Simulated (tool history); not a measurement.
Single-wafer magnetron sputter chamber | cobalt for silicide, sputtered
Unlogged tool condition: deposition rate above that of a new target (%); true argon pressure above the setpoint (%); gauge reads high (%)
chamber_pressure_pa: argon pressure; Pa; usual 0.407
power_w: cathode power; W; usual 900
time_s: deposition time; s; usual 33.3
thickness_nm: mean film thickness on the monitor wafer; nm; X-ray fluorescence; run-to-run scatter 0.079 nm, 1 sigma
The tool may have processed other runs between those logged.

run   hour  chamber_pressure_pa  power_w  time_s  wafers since the last listed run  wafers on the sputter target  hours since the last manometer calibration  hours since the magnet pack was replaced  hours since the gauge calibration  read-back reference wafer on the same gauge, thickness_nm  thickness_nm
  1    0.0                0.407      850    33.3                                 0                          3670                                      2103.1                                    6514.1                               63.4                                                     12.493        13.722
  2   16.7                0.407      800    33.3                               409                          4080                                      2119.8                                    6530.8                               80.1                                                     12.498        12.797
  3   58.6                0.407      900    33.3                              1028                          5108                                      2161.7                                    6572.7                              122.0                                                     12.483        14.375
  4   64.7                0.407      900    33.3                               149                          5257                                      2167.8                                    6578.8                              128.1                                                     12.513        14.460
      78.4  -- sputter target and shields replaced
  5   78.9                0.407      900    33.3                               152                            13                                      2182.0                                    6593.0                              142.3                                                     12.485        15.240
      92.8  -- capacitance manometer re-zeroed and calibrated
  6   93.3                0.533      900    33.3                               157                           170                                         0.5                                    6607.4                              156.7                                                     12.494        14.442
  7   93.6                0.407      900    33.3                                 7                           177                                         0.8                                    6607.7                              157.0                                                     12.522        15.205
  8  110.0                0.407     1050    30.4                               402                           580                                        17.2                                    6624.1                              173.4                                                     12.488        15.952
     119.2  -- gauge calibrated
     128.6  -- magnet pack replaced
  9  129.1                0.514      900    33.3                               272                           852                                        36.3                                       0.5                                9.9                                                     12.485        14.329
 10  140.9                0.407      900    33.3                               289                          1142                                        48.1                                      12.3                               21.7                                                     12.509        14.747
 11  156.4                0.407      900    33.3                               380                          1522                                        63.6                                      27.8                               37.2                                                     12.513        14.862
 12  172.3                0.292      750    35.4                               390                          1912                                        79.5                                      43.7                               53.1                                                     12.491        13.511
 13  189.2                0.533      900    33.3                               414                          2327                                        96.4                                      60.6                               70.0                                                     12.484        14.119
 14  202.0                0.332      750    36.8                               314                          2641                                       109.2                                      73.4                               82.8                                                     12.516        13.759
 15  209.4                0.308      900    38.5                               181                          2822                                       116.6                                      80.8                               90.2                                                     12.516        17.473

4 ways to go on from here, each from the tool as it stands after run 15. What would each give?
  A  209.8                0.407      900    26.8                                 9                          2832                                       117.0                                      81.2                               90.6                                                          ?             ?
  B  209.8                0.332      900    33.3                                 9                          2832                                       117.0                                      81.2                               90.6                                                          ?             ?
  C  209.8                0.544      900    28.3                                 9                          2832                                       117.0                                      81.2                               90.6                                                          ?             ?
  D  209.8                0.467      850    29.7                                 9                          2832                                       117.0                                      81.2                               90.6                                                          ?             ?

run  read-back reference wafer on the same gauge, thickness_nm  thickness_nm
  A                                                     12.532        11.855
  B                                                     12.532        15.072
  C                                                     12.532        12.011
  D                                                     12.532        12.185
Take away the tool's hidden state, keep each run's random variation, and the runs would have read:
run  thickness_nm
  A        12.268
  B        15.597
  C        12.430
  D        12.609
